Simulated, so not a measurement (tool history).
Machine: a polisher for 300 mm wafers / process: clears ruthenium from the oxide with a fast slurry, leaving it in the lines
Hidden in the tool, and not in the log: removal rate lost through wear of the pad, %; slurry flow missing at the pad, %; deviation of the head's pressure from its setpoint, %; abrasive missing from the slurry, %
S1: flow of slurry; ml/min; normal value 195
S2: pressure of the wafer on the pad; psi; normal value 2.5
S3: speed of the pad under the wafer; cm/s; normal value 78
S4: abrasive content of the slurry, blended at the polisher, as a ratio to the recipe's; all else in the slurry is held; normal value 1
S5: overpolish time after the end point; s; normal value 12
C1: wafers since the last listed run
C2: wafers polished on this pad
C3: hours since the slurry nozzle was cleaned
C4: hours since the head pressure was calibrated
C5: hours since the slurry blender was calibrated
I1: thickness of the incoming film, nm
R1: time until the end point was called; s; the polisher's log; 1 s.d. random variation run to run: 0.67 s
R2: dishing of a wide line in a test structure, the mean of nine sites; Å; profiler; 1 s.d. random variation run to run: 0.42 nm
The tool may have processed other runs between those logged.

{"run": 1, "hour": 0.0, "S1": 170, "S2": 2.7, "S3": 78, "S4": 1, "S5": 12, "C1": 0, "C2": 935, "C3": 613.6, "C4": 471.3, "C5": 188, "I1": 158.2, "R1": 53.3, "R2": 290}
{"run": 2, "hour": 16.3, "S1": 170, "S2": 2.7, "S3": 78, "S4": 1, "S5": 12, "C1": 124, "C2": 1059, "C3": 629.9, "C4": 487.6, "C5": 204.3, "I1": 163.2, "R1": 56.1, "R2": 288}
{"run": 3, "hour": 28.4, "S1": 195, "S2": 2.9, "S3": 78, "S4": 1, "S5": 12, "C1": 92, "C2": 1152, "C3": 642, "C4": 499.7, "C5": 216.4, "I1": 159.9, "R1": 52.1, "R2": 304}
{"hour": 35.0, "done": "worn pad replaced by a new one"}
{"run": 4, "hour": 35.5, "S1": 195, "S2": 2.9, "S3": 78, "S4": 1, "S5": 12, "C1": 23, "C2": 3, "C3": 649.1, "C4": 506.8, "C5": 223.5, "I1": 158.7, "R1": 47.9, "R2": 329}
{"hour": 43.0, "done": "slurry blender recalibrated"}
{"run": 5, "hour": 43.9, "S1": 195, "S2": 2.9, "S3": 78, "S4": 1, "S5": 12, "C1": 48, "C2": 52, "C3": 657.5, "C4": 515.2, "C5": 0.9, "I1": 159, "R1": 47, "R2": 338}
{"run": 6, "hour": 50.8, "S1": 195, "S2": 2.5, "S3": 78, "S4": 1, "S5": 12, "C1": 52, "C2": 105, "C3": 664.4, "C4": 522.1, "C5": 7.8, "I1": 162.4, "R1": 56.4, "R2": 291}
{"run": 7, "hour": 60.1, "S1": 195, "S2": 2.5, "S3": 78, "S4": 1, "S5": 12, "C1": 70, "C2": 176, "C3": 673.7, "C4": 531.4, "C5": 17.1, "I1": 161.7, "R1": 55.6, "R2": 295}
{"run": 8, "hour": 72.8, "S1": 195, "S2": 2.5, "S3": 78, "S4": 1, "S5": 12, "C1": 96, "C2": 272, "C3": 686.4, "C4": 544.1, "C5": 29.8, "I1": 159.1, "R1": 55.7, "R2": 293}
{"run": 9, "hour": 81.9, "S1": 195, "S2": 2.5, "S3": 78, "S4": 1, "S5": 12, "C1": 69, "C2": 342, "C3": 695.5, "C4": 553.2, "C5": 38.9, "I1": 159.3, "R1": 57.3, "R2": 286}
{"run": 10, "hour": 93.7, "S1": 195, "S2": 2.5, "S3": 78, "S4": 1, "S5": 12, "C1": 89, "C2": 432, "C3": 707.3, "C4": 565, "C5": 50.7, "I1": 162, "R1": 57.4, "R2": 285}
{"run": 11, "hour": 110.0, "S1": 195, "S2": 2.5, "S3": 78, "S4": 1, "S5": 12, "C1": 124, "C2": 556, "C3": 723.6, "C4": 581.3, "C5": 67, "I1": 158.2, "R1": 55.5, "R2": 281}
{"run": 12, "hour": 126.6, "S1": 195, "S2": 2.5, "S3": 78, "S4": 1, "S5": 12, "C1": 126, "C2": 683, "C3": 740.2, "C4": 597.9, "C5": 83.6, "I1": 162.1, "R1": 57.6, "R2": 281}
{"run": 13, "hour": 138.4, "S1": 195, "S2": 1.7, "S3": 78, "S4": 1, "S5": 12, "C1": 89, "C2": 772, "C3": 752, "C4": 609.7, "C5": 95.4, "I1": 161.5, "R1": 85.4, "R2": 196}
{"hour": 150.4, "done": "slurry nozzle cleaned"}
{"run": 14, "hour": 153.8, "S1": 140, "S2": 2.5, "S3": 98, "S4": 0.7, "S5": 16, "C1": 109, "C2": 882, "C3": 3.4, "C4": 625.1, "C5": 110.8, "I1": 157.2, "R1": 65.6, "R2": 318}
{"run": 15, "hour": 164.5, "S1": 195, "S2": 1.9, "S3": 78, "S4": 1.1, "S5": 16, "C1": 81, "C2": 964, "C3": 14.1, "C4": 635.8, "C5": 121.5, "I1": 162.6, "R1": 72.5, "R2": 302}
{"hour": 167.4, "done": "head pressure recalibrated"}
{"run": 16, "hour": 178.9, "S1": 265, "S2": 2.5, "S3": 54, "S4": 1, "S5": 12, "C1": 94, "C2": 1058, "C3": 28.5, "C4": 11.5, "C5": 135.9, "I1": 158.9, "R1": 76.6, "R2": 212}
{"hour": 184.0, "done": "worn pad replaced by a new one"}
{"run": 17, "hour": 186.2, "S1": 195, "S2": 2.5, "S3": 78, "S4": 1, "S5": 12, "C1": 25, "C2": 16, "C3": 35.8, "C4": 18.8, "C5": 143.2, "I1": 159.5, "R1": 55.3, "R2": 282}
{"run": 18, "hour": 201.7, "S1": 195, "S2": 2.5, "S3": 88, "S4": 1, "S5": 16, "C1": 118, "C2": 135, "C3": 51.3, "C4": 34.3, "C5": 158.7, "I1": 159.1, "R1": 50.4, "R2": 410}
{"run": 19, "hour": 216.6, "S1": 215, "S2": 2.5, "S3": 78, "S4": 1, "S5": 12, "C1": 113, "C2": 248, "C3": 66.2, "C4": 49.2, "C5": 173.6, "I1": 163.7, "R1": 56.5, "R2": 296}
{"run": 20, "hour": 229.7, "S1": 195, "S2": 2.5, "S3": 54, "S4": 1, "S5": 12, "C1": 99, "C2": 348, "C3": 79.3, "C4": 62.3, "C5": 186.7, "I1": 160.6, "R1": 76.4, "R2": 212}
{"run": 21, "hour": 239.9, "S1": 155, "S2": 1.8, "S3": 62, "S4": 1, "S5": 12, "C1": 77, "C2": 426, "C3": 89.5, "C4": 72.5, "C5": 196.9, "I1": 159.9, "R1": 97.4, "R2": 168}
{"run": 22, "hour": 254.5, "S1": 195, "S2": 2.5, "S3": 78, "S4": 1, "S5": 12, "C1": 111, "C2": 537, "C3": 104.1, "C4": 87.1, "C5": 211.5, "I1": 157.5, "R1": 55.9, "R2": 279}
{"hour": 262.5, "done": "slurry blender recalibrated"}
{"run": 23, "hour": 265.7, "S1": 195, "S2": 2.5, "S3": 78, "S4": 1, "S5": 12, "C1": 70, "C2": 607, "C3": 115.3, "C4": 98.3, "C5": 3.2, "I1": 159.7, "R1": 56.6, "R2": 293}
{"run": 24, "hour": 282.6, "S1": 215, "S2": 3.1, "S3": 78, "S4": 0.85, "S5": 8, "C1": 128, "C2": 736, "C3": 132.2, "C4": 115.2, "C5": 20.1, "I1": 162.9, "R1": 52.5, "R2": 215}
{"run": 25, "hour": 297.9, "S1": 195, "S2": 2.5, "S3": 78, "S4": 1, "S5": 12, "C1": 116, "C2": 853, "C3": 147.5, "C4": 130.5, "C5": 35.4, "I1": 163, "R1": 58.2, "R2": 281}
{"run": 26, "hour": 303.9, "S1": 195, "S2": 1.9, "S3": 92, "S4": 1, "S5": 12, "C1": 45, "C2": 898, "C3": 153.5, "C4": 136.5, "C5": 41.4, "I1": 159.4, "R1": 67.3, "R2": 247}
{"hour": 308.3, "done": "worn pad replaced by a new one"}
{"run": 27, "hour": 320.5, "S1": 130, "S2": 2.5, "S3": 100, "S4": 1, "S5": 12, "C1": 96, "C2": 93, "C3": 170.1, "C4": 153.1, "C5": 58, "I1": 159.7, "R1": 48.6, "R2": 334}
{"run": 28, "hour": 328.7, "S1": 195, "S2": 2.5, "S3": 90, "S4": 1.2, "S5": 9, "C1": 62, "C2": 155, "C3": 178.3, "C4": 161.3, "C5": 66.2, "I1": 160.4, "R1": 44.1, "R2": 276}
{"run": 29, "hour": 346.1, "S1": 215, "S2": 2.5, "S3": 78, "S4": 1, "S5": 18, "C1": 132, "C2": 288, "C3": 195.7, "C4": 178.7, "C5": 83.6, "I1": 158.7, "R1": 54.3, "R2": 407}

Hidden state, per run?
slurry flow missing at the pad, %: 0 across all the runs
deviation of the head's pressure from its setpoint, %: 0 across all the runs
abrasive missing from the slurry, %: 0 across all the runs
H1: removal rate lost through wear of the pad, %
run=1 H1=4.44
run=2 H1=5.66
run=3 H1=6.66
run=4 H1=0.285
run=5 H1=0.307
run=6 H1=0.356
run=7 H1=0.464
run=8 H1=0.692
run=9 H1=0.912
run=10 H1=1.27
run=11 H1=1.89
run=12 H1=2.68
run=13 H1=3.33
run=14 H1=4.31
run=15 H1=5.07
run=16 H1=6.19
run=17 H1=0.735
run=18 H1=0.823
run=19 H1=1.04
run=20 H1=1.33
run=21 H1=1.63
run=22 H1=2.15
run=23 H1=2.64
run=24 H1=3.51
run=25 H1=4.43
run=26 H1=4.83
run=27 H1=0.803
run=28 H1=0.88
run=29 H1=1.17
